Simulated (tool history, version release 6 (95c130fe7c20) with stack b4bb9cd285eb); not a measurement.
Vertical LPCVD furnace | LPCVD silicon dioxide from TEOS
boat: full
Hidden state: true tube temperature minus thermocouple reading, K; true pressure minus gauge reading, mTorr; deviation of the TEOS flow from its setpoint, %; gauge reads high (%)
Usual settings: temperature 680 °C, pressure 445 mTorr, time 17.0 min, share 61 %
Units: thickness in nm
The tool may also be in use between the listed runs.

run	hour	temperature	pressure	time	share	wafers since the last listed run	hours since the last temperature calibration	hours since the pressure gauge was zeroed	hours since the TEOS flow controller was replaced	hours since the gauge calibration	read-back reference wafer on the same gauge, thickness	thickness
1	0.0	680	445	17.0	57	0	4241.9	2359.3	5435.0	471.7	94.61	87.12
2	8.6	680	445	17.0	57	152	4250.5	2367.9	5443.6	480.3	94.62	86.96
3	43.3	680	445	17.0	61	616	4285.2	2402.6	5478.3	515.0	94.59	90.08
4	58.8	680	445	17.0	55	275	4300.7	2418.1	5493.8	530.5	94.62	85.63
5	68.2	680	445	13.5	61	167	4310.1	2427.5	5503.2	539.9	94.58	71.54
6	75.3	680	390	17.0	61	126	4317.2	2434.6	5510.3	547.0	94.67	84.49
7	86.5	680	390	17.0	61	199	4328.4	2445.8	5521.5	558.2	94.60	84.45
8	103.5	680	445	17.0	61	302	4345.4	2462.8	5538.5	575.2	94.62	90.42
# hour 110.9: gauge calibrated
9	113.1	680	370	20.5	54	170	4355.0	2472.4	5548.1	2.2	94.64	93.64
# hour 172.1: TEOS flow controller replaced
10	172.6	680	445	17.0	61	630	4414.5	2531.9	0.5	61.7	94.58	90.20
11	196.8	680	445	17.0	61	430	4438.7	2556.1	24.7	85.9	94.62	90.06
12	213.2	680	445	17.0	61	291	4455.1	2572.5	41.1	102.3	94.62	90.31
13	231.0	690	445	21.5	61	316	4472.9	2590.3	58.9	120.1	94.52	144.70
14	246.5	680	445	12.0	72	275	4488.4	2605.8	74.4	135.6	94.57	69.19
15	300.0	680	380	19.0	61	950	4541.9	2659.3	127.9	189.1	94.68	93.55
16	316.1	670	445	12.5	61	286	4558.0	2675.4	144.0	205.2	94.62	52.09
17	326.3	688	445	17.0	70	181	4568.2	2685.6	154.2	215.4	94.64	116.90
# hour 357.6: thermocouples replaced and temperature profile calibrated
# hour 358.8: pressure gauge zeroed
18	359.3	692	405	13.5	66	138	1.7	0.5	187.2	248.4	94.64	84.23
19	390.1	688	510	11.5	52	547	32.5	31.3	218.0	279.2	94.61	64.92
20	400.3	680	445	17.0	61	181	42.7	41.5	228.2	289.4	94.65	80.26
21	411.5	680	445	17.0	55	199	53.9	52.7	239.4	300.6	94.60	76.40
22	428.6	687	445	17.0	72	303	71.0	69.8	256.5	317.7	94.62	103.32
23	438.1	672	555	14.0	61	168	80.5	79.3	266.0	327.2	94.56	60.87
24	450.9	680	380	10.5	69	227	93.3	92.1	278.8	340.0	94.56	48.82
25	462.9	680	350	17.0	56	213	105.3	104.1	290.8	352.0	94.58	68.56
26	477.7	680	445	17.0	61	263	120.1	118.9	305.6	366.8	94.64	80.76
27	490.5	680	445	17.0	61	227	132.9	131.7	318.4	379.6	94.56	80.81
28	507.6	668	375	22.5	50	303	150.0	148.8	335.5	396.7	94.61	66.22
29	522.9	680	475	17.0	61	271	165.3	164.1	350.8	412.0	94.59	83.54
30	531.2	680	445	17.0	61	147	173.6	172.4	359.1	420.3	94.59	80.94
31	547.8	691	345	17.0	53	295	190.2	189.0	375.7	436.9	94.59	86.82

4 ways to go on from here, each from the tool as it stands after run 31. What would each give?
A	552.0	680	445	17.0	67	74	194.4	193.2	379.9	441.1	?	?
B	552.0	688	445	21.0	51	74	194.4	193.2	379.9	441.1	?	?
C	552.0	680	350	17.0	52	74	194.4	193.2	379.9	441.1	?	?
D	552.0	689	370	13.0	67	74	194.4	193.2	379.9	441.1	?	?

run	read-back reference wafer on the same gauge, thickness	thickness
A	94.53	85.11
B	94.53	111.16
C	94.53	66.54
D	94.53	73.69
Without the tool's hidden state the same runs would have given:
run	thickness
A	83.76
B	109.43
C	65.44
D	72.51
